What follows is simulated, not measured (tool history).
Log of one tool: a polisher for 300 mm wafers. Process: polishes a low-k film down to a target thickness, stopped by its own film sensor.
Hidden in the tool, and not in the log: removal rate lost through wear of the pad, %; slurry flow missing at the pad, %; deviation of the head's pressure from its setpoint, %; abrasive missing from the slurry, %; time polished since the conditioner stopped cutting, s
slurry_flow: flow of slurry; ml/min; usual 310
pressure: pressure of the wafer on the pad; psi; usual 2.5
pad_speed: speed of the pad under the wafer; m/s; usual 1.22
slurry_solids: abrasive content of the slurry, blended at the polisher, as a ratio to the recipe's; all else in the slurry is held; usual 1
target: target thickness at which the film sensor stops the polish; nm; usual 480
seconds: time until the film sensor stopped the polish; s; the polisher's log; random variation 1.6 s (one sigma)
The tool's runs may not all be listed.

run,hour,slurry_flow,pressure,pad_speed,slurry_solids,target,wafers since the last listed run,wafers polished on this pad,hours since the slurry nozzle was cleaned,hours since the head pressure was calibrated,hours since the slurry blender was calibrated,hours since the conditioning disc was replaced,"incoming thickness of the incoming film, nm",seconds
1,0,310,2.5,1.1,1,480,0,2360,458.2,503.2,152.2,376.7,524.9,98.1
# hour 69.5: conditioning disc replaced and pad reconditioned
2,99.9,310,2.5,1.1,1,480,1006,3367,558.1,603.1,252.1,30.4,531.7,115.6
# hour 127.1: slurry nozzle cleaned
3,145.6,310,2.5,1.1,1,480,459,3826,18.5,648.8,297.8,76.1,537.8,130.4
# hour 234.3: slurry blender recalibrated
# hour 234.7: worn pad replaced by a new one
4,248.2,310,2.7,1.22,1,480,1029,138,121.1,751.4,13.9,178.7,529.9,86.7
5,394.3,310,2.7,1.22,1,480,1502,1640,267.2,897.5,160,324.8,534.1,98.3
# hour 410.3: head pressure recalibrated
# hour 587.2: conditioning disc replaced and pad reconditioned
6,594.6,310,2.7,1.22,1,480,2018,3659,467.5,184.3,360.3,7.4,527.2,93
# hour 628.8: worn pad replaced by a new one
# hour 636.2: slurry blender recalibrated
7,665.9,310,2.1,1.22,1,480,671,360,538.8,255.6,29.7,78.7,540.1,141.6
8,705.2,310,2.1,1.22,1,480,404,764,578.1,294.9,69,118,535.8,130.7
# hour 749.9: slurry nozzle cleaned
9,816.6,375,2.5,1.22,1,480,1135,1900,66.7,406.3,180.4,229.4,524.1,86.9
10,909.3,375,2.5,1.22,1,480,953,2853,159.4,499,273.1,322.1,532.9,108.2
# hour 994.2: slurry blender recalibrated
11,1013.8,375,2.5,1.22,1,480,1053,3907,263.9,603.5,19.6,426.6,531.4,103.7
# hour 1028.7: worn pad replaced by a new one
12,1080.6,310,2.5,1.22,1,480,645,533,330.7,670.3,86.4,493.4,539.1,118
# hour 1108: conditioning disc replaced and pad reconditioned
13,1144,310,2.5,1.22,1,480,631,1164,394.1,733.7,149.8,36,527.2,97.7
14,1249.3,310,2.5,1.22,1,480,1082,2247,499.4,839,255.1,141.3,525,93.1
15,1300.3,310,2.5,1.22,1,480,524,2771,550.4,890,306.1,192.3,526.3,97.7
# hour 1371.1: slurry nozzle cleaned
# hour 1405.6: worn pad replaced by a new one
# hour 1405.9: slurry blender recalibrated
16,1407.8,310,2.5,1.02,1.2,485,1051,19,36.7,997.5,1.9,299.8,520.9,75.4
# hour 1431.2: head pressure recalibrated
17,1504.8,310,2.5,1.46,1,480,976,996,133.7,73.6,98.9,396.8,541.5,108
18,1541.4,310,3.3,1.22,1.25,480,376,1372,170.3,110.2,135.5,433.4,534.2,77
# hour 1589: conditioning disc replaced and pad reconditioned
19,1625,310,2.1,1.62,1.1,498,839,2211,253.9,193.8,219.1,36,534.5,69.4
20,1691.2,310,2.5,1.22,1.1,480,680,2892,320.1,260,285.3,102.2,528.1,97.1
21,1739.8,310,3.3,1.22,1,472,499,3392,368.7,308.6,333.9,150.8,528.2,87.4
22,1785.5,310,2.1,1.62,1.1,498,469,3862,414.4,354.3,379.6,196.5,523.6,50.2
# hour 1800.3: worn pad replaced by a new one
# hour 1822.7: slurry blender recalibrated
23,1854.2,235,2,1.38,1,480,644,533,483.1,423,31.5,265.2,535.8,126.8
24,1925.9,405,3.1,0.96,1.15,480,737,1271,554.8,494.7,103.2,336.9,532.8,96.4
# hour 1936.7: slurry nozzle cleaned
25,1963.7,375,2.5,1.22,1,480,378,1649,27,532.5,141,374.7,539.3,114.8
# hour 2040.4: conditioning disc replaced and pad reconditioned
26,2065.2,310,2.5,1.22,1,480,1023,2672,128.5,634,242.5,24.8,541,121

Measured less the same run without the tool's hidden state. The same run-to-run variation is in both; the gauge's scatter may not be:
run,seconds
1,+3.8
2,+7.2
3,+9.7
4,+0.4
5,+3.6
6,+8
7,+0.9
8,+2
9,+3.5
10,+6.8
11,+2.6
12,+4.8
13,+5.5
14,+7.6
15,+9.3
16,+0.5
17,+3.2
18,+2.7
19,+3.9
20,+7
21,+7.6
22,+4.8
23,+2.2
24,+3.1
25,+4.9
26,+8.2
